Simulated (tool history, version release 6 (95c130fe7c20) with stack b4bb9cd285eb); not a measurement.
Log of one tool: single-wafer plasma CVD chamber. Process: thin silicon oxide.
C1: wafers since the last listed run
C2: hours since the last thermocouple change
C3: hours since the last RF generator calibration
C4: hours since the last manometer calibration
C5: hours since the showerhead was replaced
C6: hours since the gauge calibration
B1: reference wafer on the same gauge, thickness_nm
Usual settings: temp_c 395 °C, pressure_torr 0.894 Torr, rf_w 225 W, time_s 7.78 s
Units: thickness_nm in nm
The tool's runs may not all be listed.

{"run": 1, "hour": 0.0, "temp_c": 395, "pressure_torr": 0.894, "rf_w": 225, "time_s": 7.78, "C1": 0, "C2": 2181.2, "C3": 1721.8, "C4": 1330.2, "C5": 6392.3, "C6": 1615.5, "B1": 13.329, "thickness_nm": 12.641}
{"hour": 24.5, "done": "thermocouple changed; heater temperature recalibrated"}
{"run": 2, "hour": 79.4, "temp_c": 395, "pressure_torr": 0.894, "rf_w": 225, "time_s": 7.78, "C1": 1290, "C2": 54.9, "C3": 1801.2, "C4": 1409.6, "C5": 6471.7, "C6": 1694.9, "B1": 13.321, "thickness_nm": 12.609}
{"hour": 154.1, "done": "showerhead replaced"}
{"run": 3, "hour": 154.6, "temp_c": 395, "pressure_torr": 0.894, "rf_w": 225, "time_s": 7.78, "C1": 1214, "C2": 130.1, "C3": 1876.4, "C4": 1484.8, "C5": 0.5, "C6": 1770.1, "B1": 13.302, "thickness_nm": 12.58}
{"run": 4, "hour": 197.9, "temp_c": 398, "pressure_torr": 0.733, "rf_w": 225, "time_s": 7.78, "C1": 782, "C2": 173.4, "C3": 1919.7, "C4": 1528.1, "C5": 43.8, "C6": 1813.4, "B1": 13.277, "thickness_nm": 10.529}
{"run": 5, "hour": 271.9, "temp_c": 398, "pressure_torr": 0.733, "rf_w": 225, "time_s": 7.78, "C1": 1337, "C2": 247.4, "C3": 1993.7, "C4": 1602.1, "C5": 117.8, "C6": 1887.4, "B1": 13.249, "thickness_nm": 10.399}
{"run": 6, "hour": 338.1, "temp_c": 395, "pressure_torr": 0.894, "rf_w": 225, "time_s": 7.78, "C1": 1196, "C2": 313.6, "C3": 2059.9, "C4": 1668.3, "C5": 184.0, "C6": 1953.6, "B1": 13.238, "thickness_nm": 12.516}
{"hour": 385.7, "done": "capacitance manometer re-zeroed and calibrated"}
{"run": 7, "hour": 434.4, "temp_c": 385, "pressure_torr": 0.894, "rf_w": 225, "time_s": 7.78, "C1": 1595, "C2": 409.9, "C3": 2156.2, "C4": 48.7, "C5": 280.3, "C6": 2049.9, "B1": 13.209, "thickness_nm": 12.487}
{"run": 8, "hour": 604.2, "temp_c": 395, "pressure_torr": 0.991, "rf_w": 225, "time_s": 7.78, "C1": 3068, "C2": 579.7, "C3": 2326.0, "C4": 218.5, "C5": 450.1, "C6": 2219.7, "B1": 13.141, "thickness_nm": 13.474}
{"run": 9, "hour": 648.2, "temp_c": 395, "pressure_torr": 0.894, "rf_w": 225, "time_s": 7.78, "C1": 795, "C2": 623.7, "C3": 2370.0, "C4": 262.5, "C5": 494.1, "C6": 2263.7, "B1": 13.129, "thickness_nm": 12.407}
{"run": 10, "hour": 715.3, "temp_c": 383, "pressure_torr": 0.894, "rf_w": 225, "time_s": 6.55, "C1": 1212, "C2": 690.8, "C3": 2437.1, "C4": 329.6, "C5": 561.2, "C6": 2330.8, "B1": 13.101, "thickness_nm": 10.488}
{"run": 11, "hour": 769.9, "temp_c": 395, "pressure_torr": 0.894, "rf_w": 225, "time_s": 7.78, "C1": 986, "C2": 745.4, "C3": 2491.7, "C4": 384.2, "C5": 615.8, "C6": 2385.4, "B1": 13.085, "thickness_nm": 12.395}
{"hour": 780.1, "done": "RF generator calibrated"}
{"run": 12, "hour": 877.5, "temp_c": 395, "pressure_torr": 0.894, "rf_w": 225, "time_s": 8.56, "C1": 1799, "C2": 853.0, "C3": 97.4, "C4": 491.8, "C5": 723.4, "C6": 2493.0, "B1": 13.049, "thickness_nm": 13.501}
{"run": 13, "hour": 974.4, "temp_c": 395, "pressure_torr": 0.894, "rf_w": 225, "time_s": 7.78, "C1": 1751, "C2": 949.9, "C3": 194.3, "C4": 588.7, "C5": 820.3, "C6": 2589.9, "B1": 13.0, "thickness_nm": 12.344}
{"run": 14, "hour": 1057.8, "temp_c": 401, "pressure_torr": 0.894, "rf_w": 240, "time_s": 7.78, "C1": 1507, "C2": 1033.3, "C3": 277.7, "C4": 672.1, "C5": 903.7, "C6": 2673.3, "B1": 12.961, "thickness_nm": 12.719}
{"run": 15, "hour": 1116.0, "temp_c": 385, "pressure_torr": 0.894, "rf_w": 255, "time_s": 7.08, "C1": 1051, "C2": 1091.5, "C3": 335.9, "C4": 730.3, "C5": 961.9, "C6": 2731.5, "B1": 12.949, "thickness_nm": 12.042}
{"run": 16, "hour": 1197.1, "temp_c": 395, "pressure_torr": 0.894, "rf_w": 225, "time_s": 9.33, "C1": 1465, "C2": 1172.6, "C3": 417.0, "C4": 811.4, "C5": 1043.0, "C6": 2812.6, "B1": 12.896, "thickness_nm": 14.639}
{"run": 17, "hour": 1234.7, "temp_c": 395, "pressure_torr": 1.012, "rf_w": 200, "time_s": 7.78, "C1": 679, "C2": 1210.2, "C3": 454.6, "C4": 849.0, "C5": 1080.6, "C6": 2850.2, "B1": 12.867, "thickness_nm": 12.375}
{"hour": 1288.0, "done": "gauge calibrated"}
{"run": 18, "hour": 1318.0, "temp_c": 380, "pressure_torr": 0.894, "rf_w": 225, "time_s": 7.78, "C1": 1505, "C2": 1293.5, "C3": 537.9, "C4": 932.3, "C5": 1163.9, "C6": 30.0, "B1": 13.554, "thickness_nm": 12.996}
{"run": 19, "hour": 1410.4, "temp_c": 390, "pressure_torr": 1.096, "rf_w": 180, "time_s": 7.78, "C1": 1669, "C2": 1385.9, "C3": 630.3, "C4": 1024.7, "C5": 1256.3, "C6": 122.4, "B1": 13.552, "thickness_nm": 12.693}
{"run": 20, "hour": 1474.0, "temp_c": 395, "pressure_torr": 1.117, "rf_w": 245, "time_s": 8.97, "C1": 1149, "C2": 1449.5, "C3": 693.9, "C4": 1088.3, "C5": 1319.9, "C6": 186.0, "B1": 13.559, "thickness_nm": 18.261}
{"run": 21, "hour": 1521.2, "temp_c": 395, "pressure_torr": 0.703, "rf_w": 225, "time_s": 7.15, "C1": 852, "C2": 1496.7, "C3": 741.1, "C4": 1135.5, "C5": 1367.1, "C6": 233.2, "B1": 13.548, "thickness_nm": 9.5}
{"run": 22, "hour": 1615.4, "temp_c": 395, "pressure_torr": 0.894, "rf_w": 225, "time_s": 7.78, "C1": 1702, "C2": 1590.9, "C3": 835.3, "C4": 1229.7, "C5": 1461.3, "C6": 327.4, "B1": 13.548, "thickness_nm": 12.8}
{"run": 23, "hour": 1672.4, "temp_c": 386, "pressure_torr": 1.038, "rf_w": 225, "time_s": 7.78, "C1": 1030, "C2": 1647.9, "C3": 892.3, "C4": 1286.7, "C5": 1518.3, "C6": 384.4, "B1": 13.542, "thickness_nm": 14.401}
{"run": 24, "hour": 1752.3, "temp_c": 387, "pressure_torr": 0.894, "rf_w": 225, "time_s": 8.58, "C1": 1443, "C2": 1727.8, "C3": 972.2, "C4": 1366.6, "C5": 1598.2, "C6": 464.3, "B1": 13.54, "thickness_nm": 14.19}
{"run": 25, "hour": 1810.6, "temp_c": 387, "pressure_torr": 0.894, "rf_w": 225, "time_s": 7.78, "C1": 1053, "C2": 1786.1, "C3": 1030.5, "C4": 1424.9, "C5": 1656.5, "C6": 522.6, "B1": 13.524, "thickness_nm": 12.8}
{"run": 26, "hour": 1894.8, "temp_c": 395, "pressure_torr": 0.986, "rf_w": 225, "time_s": 6.95, "C1": 1521, "C2": 1870.3, "C3": 1114.7, "C4": 1509.1, "C5": 1740.7, "C6": 606.8, "B1": 13.522, "thickness_nm": 12.408}
{"hour": 1903.2, "done": "thermocouple changed; heater temperature recalibrated"}
{"run": 27, "hour": 1986.1, "temp_c": 395, "pressure_torr": 0.977, "rf_w": 190, "time_s": 8.7, "C1": 1505, "C2": 82.9, "C3": 1206.0, "C4": 1600.4, "C5": 1832.0, "C6": 698.1, "B1": 13.511, "thickness_nm": 13.77}
{"run": 28, "hour": 2042.4, "temp_c": 395, "pressure_torr": 0.894, "rf_w": 225, "time_s": 9.16, "C1": 1017, "C2": 139.2, "C3": 1262.3, "C4": 1656.7, "C5": 1888.3, "C6": 754.4, "B1": 13.501, "thickness_nm": 14.965}
{"run": 29, "hour": 2143.0, "temp_c": 401, "pressure_torr": 0.744, "rf_w": 225, "time_s": 7.78, "C1": 1817, "C2": 239.8, "C3": 1362.9, "C4": 1757.3, "C5": 1988.9, "C6": 855.0, "B1": 13.494, "thickness_nm": 10.832}

3 ways to go on from here, each from the tool as it stands after run 29. What would each give?
{"run": "A", "hour": 2143.4, "temp_c": 395, "pressure_torr": 0.894, "rf_w": 225, "time_s": 7.78, "C1": 7, "C2": 240.2, "C3": 1363.3, "C4": 1757.7, "C5": 1989.3, "C6": 855.4, "B1": "?", "thickness_nm": "?"}
{"run": "B", "hour": 2143.4, "temp_c": 395, "pressure_torr": 0.729, "rf_w": 195, "time_s": 6.74, "C1": 7, "C2": 240.2, "C3": 1363.3, "C4": 1757.7, "C5": 1989.3, "C6": 855.4, "B1": "?", "thickness_nm": "?"}
{"run": "C", "hour": 2143.4, "temp_c": 400, "pressure_torr": 1.097, "rf_w": 245, "time_s": 7.22, "C1": 7, "C2": 240.2, "C3": 1363.3, "C4": 1757.7, "C5": 1989.3, "C6": 855.4, "B1": "?", "thickness_nm": "?"}

run=A B1=13.495 thickness_nm=12.752
run=B B1=13.495 thickness_nm=8.349
run=C B1=13.495 thickness_nm=14.444
Without the tool's hidden state the same runs would have given:
run=A thickness_nm=12.759
run=B thickness_nm=8.353
run=C thickness_nm=14.452

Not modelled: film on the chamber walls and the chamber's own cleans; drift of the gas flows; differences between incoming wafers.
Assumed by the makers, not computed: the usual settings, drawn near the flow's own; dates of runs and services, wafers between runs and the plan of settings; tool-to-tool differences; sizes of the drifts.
